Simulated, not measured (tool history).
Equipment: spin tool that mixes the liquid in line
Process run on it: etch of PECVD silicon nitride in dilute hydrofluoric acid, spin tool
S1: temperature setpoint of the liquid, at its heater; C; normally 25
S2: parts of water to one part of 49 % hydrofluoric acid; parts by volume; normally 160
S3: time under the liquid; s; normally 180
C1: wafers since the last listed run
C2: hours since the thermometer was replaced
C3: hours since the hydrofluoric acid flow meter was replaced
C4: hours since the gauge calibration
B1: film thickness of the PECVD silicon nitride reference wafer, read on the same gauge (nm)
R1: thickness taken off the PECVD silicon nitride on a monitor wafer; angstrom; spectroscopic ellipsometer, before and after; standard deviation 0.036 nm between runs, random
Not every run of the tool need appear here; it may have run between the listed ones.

{"run": 1, "hour": 0.0, "S1": 25, "S2": 160, "S3": 180, "C1": 0, "C2": 1226.8, "C3": 551.9, "C4": 983.3, "B1": 130.002, "R1": 27.24}
{"run": 2, "hour": 70.7, "S1": 25, "S2": 160, "S3": 180, "C1": 459, "C2": 1297.5, "C3": 622.6, "C4": 1054, "B1": 129.975, "R1": 27.37}
{"run": 3, "hour": 163.4, "S1": 25, "S2": 160, "S3": 180, "C1": 602, "C2": 1390.2, "C3": 715.3, "C4": 1146.7, "B1": 129.958, "R1": 28.15}
{"run": 4, "hour": 269.7, "S1": 25, "S2": 160, "S3": 180, "C1": 691, "C2": 1496.5, "C3": 821.6, "C4": 1253, "B1": 130.032, "R1": 28.05}
{"hour": 277.0, "done": "gauge calibrated"}
{"hour": 521.3, "done": "hydrofluoric acid flow meter replaced"}
{"run": 5, "hour": 541.0, "S1": 25, "S2": 160, "S3": 180, "C1": 1757, "C2": 1767.8, "C3": 19.7, "C4": 264, "B1": 130.024, "R1": 25.68}
{"run": 6, "hour": 769.8, "S1": 25, "S2": 160, "S3": 180, "C1": 1487, "C2": 1996.6, "C3": 248.5, "C4": 492.8, "B1": 130.009, "R1": 26.55}
{"run": 7, "hour": 835.3, "S1": 25, "S2": 160, "S3": 180, "C1": 425, "C2": 2062.1, "C3": 314, "C4": 558.3, "B1": 129.988, "R1": 26.56}
{"run": 8, "hour": 876.1, "S1": 27.5, "S2": 160, "S3": 180, "C1": 265, "C2": 2102.9, "C3": 354.8, "C4": 599.1, "B1": 130.016, "R1": 31.69}
{"run": 9, "hour": 953.4, "S1": 25, "S2": 160, "S3": 245, "C1": 502, "C2": 2180.2, "C3": 432.1, "C4": 676.4, "B1": 129.995, "R1": 36.58}
{"run": 10, "hour": 1058.5, "S1": 25, "S2": 160, "S3": 245, "C1": 683, "C2": 2285.3, "C3": 537.2, "C4": 781.5, "B1": 130.038, "R1": 37.41}
{"run": 11, "hour": 1115.9, "S1": 25, "S2": 160, "S3": 245, "C1": 373, "C2": 2342.7, "C3": 594.6, "C4": 838.9, "B1": 130.014, "R1": 37.22}
{"run": 12, "hour": 1221.3, "S1": 25, "S2": 160, "S3": 180, "C1": 685, "C2": 2448.1, "C3": 700, "C4": 944.3, "B1": 130.005, "R1": 28.27}
{"run": 13, "hour": 1291.3, "S1": 24, "S2": 160, "S3": 180, "C1": 455, "C2": 2518.1, "C3": 770, "C4": 1014.3, "B1": 130.008, "R1": 26.29}
{"run": 14, "hour": 1332.1, "S1": 25, "S2": 160, "S3": 180, "C1": 265, "C2": 2558.9, "C3": 810.8, "C4": 1055.1, "B1": 129.986, "R1": 28.25}
{"run": 15, "hour": 1388.1, "S1": 23, "S2": 230, "S3": 75, "C1": 364, "C2": 2614.9, "C3": 866.8, "C4": 1111.1, "B1": 129.966, "R1": 7.14}
{"hour": 1476.0, "done": "thermometer replaced"}
{"run": 16, "hour": 1484.3, "S1": 27, "S2": 200, "S3": 145, "C1": 619, "C2": 8.3, "C3": 963, "C4": 1207.3, "B1": 130.002, "R1": 20.64}
{"run": 17, "hour": 1527.9, "S1": 25, "S2": 160, "S3": 180, "C1": 283, "C2": 51.9, "C3": 1006.6, "C4": 1250.9, "B1": 130.037, "R1": 28.71}

Run 18, settings as shown, results not yet in. Your forecast:
{"run": 18, "hour": 1612.8, "S1": 25, "S2": 160, "S3": 180, "C1": 552, "C2": 136.8, "C3": 1091.5, "C4": 1335.8, "B1": "?", "R1": "?"}

B1: 129.956
R1: 28.95 angstrom
Were there no unlogged condition in the tool, this run, its random variation unchanged, would have produced R1 25.84 angstrom.
